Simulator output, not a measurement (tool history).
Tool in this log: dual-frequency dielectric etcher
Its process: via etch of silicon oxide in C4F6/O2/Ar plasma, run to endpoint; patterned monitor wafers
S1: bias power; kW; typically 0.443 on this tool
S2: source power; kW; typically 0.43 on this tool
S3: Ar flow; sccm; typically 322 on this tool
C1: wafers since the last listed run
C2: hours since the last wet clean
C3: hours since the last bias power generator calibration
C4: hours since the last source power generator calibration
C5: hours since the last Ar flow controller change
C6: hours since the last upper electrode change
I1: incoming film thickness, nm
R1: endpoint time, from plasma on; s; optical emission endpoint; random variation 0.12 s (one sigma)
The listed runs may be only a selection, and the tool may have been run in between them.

run 1 hour=0 | S1=0.443 S2=0.43 S3=322 | C1=0 C2=463.3 C3=1854.2 C4=3111.1 C5=3392.7 C6=6039 | I1=146.6 | R1=37.5
-- hour=30.8 wet clean of the chamber
run 2 hour=31.3 | S1=0.443 S2=0.43 S3=322 | C1=123 C2=0.5 C3=1885.5 C4=3142.4 C5=3424 C6=6070.3 | I1=146.7 | R1=36
run 3 hour=51.6 | S1=0.469 S2=0.43 S3=322 | C1=344 C2=20.8 C3=1905.8 C4=3162.7 C5=3444.3 C6=6090.6 | I1=146.2 | R1=35.2
run 4 hour=76.6 | S1=0.469 S2=0.43 S3=322 | C1=424 C2=45.8 C3=1930.8 C4=3187.7 C5=3469.3 C6=6115.6 | I1=147.7 | R1=35.7
-- hour=108.7 source power generator calibrated
run 5 hour=132.7 | S1=0.469 S2=0.43 S3=322 | C1=884 C2=101.9 C3=1986.9 C4=24 C5=3525.4 C6=6171.7 | I1=147.2 | R1=35.7
run 6 hour=188.9 | S1=0.443 S2=0.43 S3=322 | C1=954 C2=158.1 C3=2043.1 C4=80.2 C5=3581.6 C6=6227.9 | I1=149.9 | R1=37.3
-- hour=205.4 bias power generator calibrated
run 7 hour=259.3 | S1=0.443 S2=0.43 S3=322 | C1=1127 C2=228.5 C3=53.9 C4=150.6 C5=3652 C6=6298.3 | I1=148.6 | R1=37.9
run 8 hour=293.2 | S1=0.533 S2=0.39 S3=322 | C1=575 C2=262.4 C3=87.8 C4=184.5 C5=3685.9 C6=6332.2 | I1=148.6 | R1=36.7
run 9 hour=327.9 | S1=0.443 S2=0.43 S3=322 | C1=589 C2=297.1 C3=122.5 C4=219.2 C5=3720.6 C6=6366.9 | I1=147.5 | R1=37.6
run 10 hour=365.5 | S1=0.4 S2=0.52 S3=278 | C1=638 C2=334.7 C3=160.1 C4=256.8 C5=3758.2 C6=6404.5 | I1=147 | R1=36.3
run 11 hour=402.7 | S1=0.443 S2=0.43 S3=322 | C1=631 C2=371.9 C3=197.3 C4=294 C5=3795.4 C6=6441.7 | I1=146.2 | R1=37.5
run 12 hour=462.2 | S1=0.443 S2=0.51 S3=347 | C1=1010 C2=431.4 C3=256.8 C4=353.5 C5=3854.9 C6=6501.2 | I1=147.3 | R1=36.3
-- hour=496.1 wet clean of the chamber
-- hour=498.9 upper electrode replaced
run 13 hour=507.2 | S1=0.542 S2=0.43 S3=264 | C1=308 C2=11.1 C3=301.8 C4=398.5 C5=3899.9 C6=8.3 | I1=148.2 | R1=33.6
run 14 hour=571.9 | S1=0.443 S2=0.43 S3=322 | C1=1098 C2=75.8 C3=366.5 C4=463.2 C5=3964.6 C6=73 | I1=147.5 | R1=36.7
run 15 hour=619.1 | S1=0.508 S2=0.35 S3=288 | C1=801 C2=123 C3=413.7 C4=510.4 C5=4011.8 C6=120.2 | I1=147.8 | R1=37.1
run 16 hour=819 | S1=0.443 S2=0.43 S3=322 | C1=3395 C2=322.9 C3=613.6 C4=710.3 C5=4211.7 C6=320.1 | I1=146 | R1=37
-- hour=881.5 Ar flow controller replaced
run 17 hour=882 | S1=0.484 S2=0.52 S3=322 | C1=968 C2=385.9 C3=676.6 C4=773.3 C5=0.5 C6=383.1 | I1=146.4 | R1=33.9
run 18 hour=917 | S1=0.372 S2=0.47 S3=260 | C1=594 C2=420.9 C3=711.6 C4=808.3 C5=35.5 C6=418.1 | I1=146.9 | R1=38.3
-- hour=951.3 wet clean of the chamber
run 19 hour=962.1 | S1=0.443 S2=0.43 S3=322 | C1=358 C2=10.8 C3=756.7 C4=853.4 C5=80.6 C6=463.2 | I1=147.7 | R1=36.7
run 20 hour=993.9 | S1=0.353 S2=0.49 S3=261 | C1=540 C2=42.6 C3=788.5 C4=885.2 C5=112.4 C6=495 | I1=146.9 | R1=37.1
run 21 hour=1064.3 | S1=0.443 S2=0.43 S3=322 | C1=1195 C2=113 C3=858.9 C4=955.6 C5=182.8 C6=565.4 | I1=147.9 | R1=36.9
run 22 hour=1122.8 | S1=0.443 S2=0.43 S3=322 | C1=993 C2=171.5 C3=917.4 C4=1014.1 C5=241.3 C6=623.9 | I1=147.6 | R1=36.9
run 23 hour=1188 | S1=0.476 S2=0.38 S3=322 | C1=1107 C2=236.7 C3=982.6 C4=1079.3 C5=306.5 C6=689.1 | I1=148.6 | R1=38.1
run 24 hour=1246.3 | S1=0.334 S2=0.43 S3=279 | C1=990 C2=295 C3=1040.9 C4=1137.6 C5=364.8 C6=747.4 | I1=148.9 | R1=41.3
run 25 hour=1278.4 | S1=0.443 S2=0.43 S3=322 | C1=545 C2=327.1 C3=1073 C4=1169.7 C5=396.9 C6=779.5 | I1=147.8 | R1=37.5
run 26 hour=1395.5 | S1=0.473 S2=0.38 S3=268 | C1=1988 C2=444.2 C3=1190.1 C4=1286.8 C5=514 C6=896.6 | I1=148.3 | R1=38.1
-- hour=1449.4 wet clean of the chamber
run 27 hour=1450.8 | S1=0.48 S2=0.49 S3=255 | C1=531 C2=1.4 C3=1245.4 C4=1342.1 C5=569.3 C6=951.9 | I1=147.2 | R1=33.4
run 28 hour=1490.5 | S1=0.443 S2=0.37 S3=322 | C1=674 C2=41.1 C3=1285.1 C4=1381.8 C5=609 C6=991.6 | I1=147.3 | R1=38.4

Alternative continuations, all from the tool just after run 28; predict every row:
run A hour=1490.9 | S1=0.443 S2=0.43 S3=322 | C1=6 C2=41.5 C3=1285.5 C4=1382.2 C5=609.4 C6=992 | I1=148 | R1=?
run B hour=1490.9 | S1=0.364 S2=0.43 S3=322 | C1=6 C2=41.5 C3=1285.5 C4=1382.2 C5=609.4 C6=992 | I1=148 | R1=?
run C hour=1490.9 | S1=0.488 S2=0.38 S3=357 | C1=6 C2=41.5 C3=1285.5 C4=1382.2 C5=609.4 C6=992 | I1=148 | R1=?
run D hour=1490.9 | S1=0.347 S2=0.34 S3=265 | C1=6 C2=41.5 C3=1285.5 C4=1382.2 C5=609.4 C6=992 | I1=148 | R1=?
run E hour=1490.9 | S1=0.342 S2=0.43 S3=253 | C1=6 C2=41.5 C3=1285.5 C4=1382.2 C5=609.4 C6=992 | I1=148 | R1=?

run=A R1=36.6
run=B R1=39.2
run=C R1=37.1
run=D R1=42.4
run=E R1=39.3
With no hidden state in the tool, these same runs would have given:
run=A R1=36.7
run=B R1=39.2
run=C R1=37.2
run=D R1=42.4
run=E R1=39.4
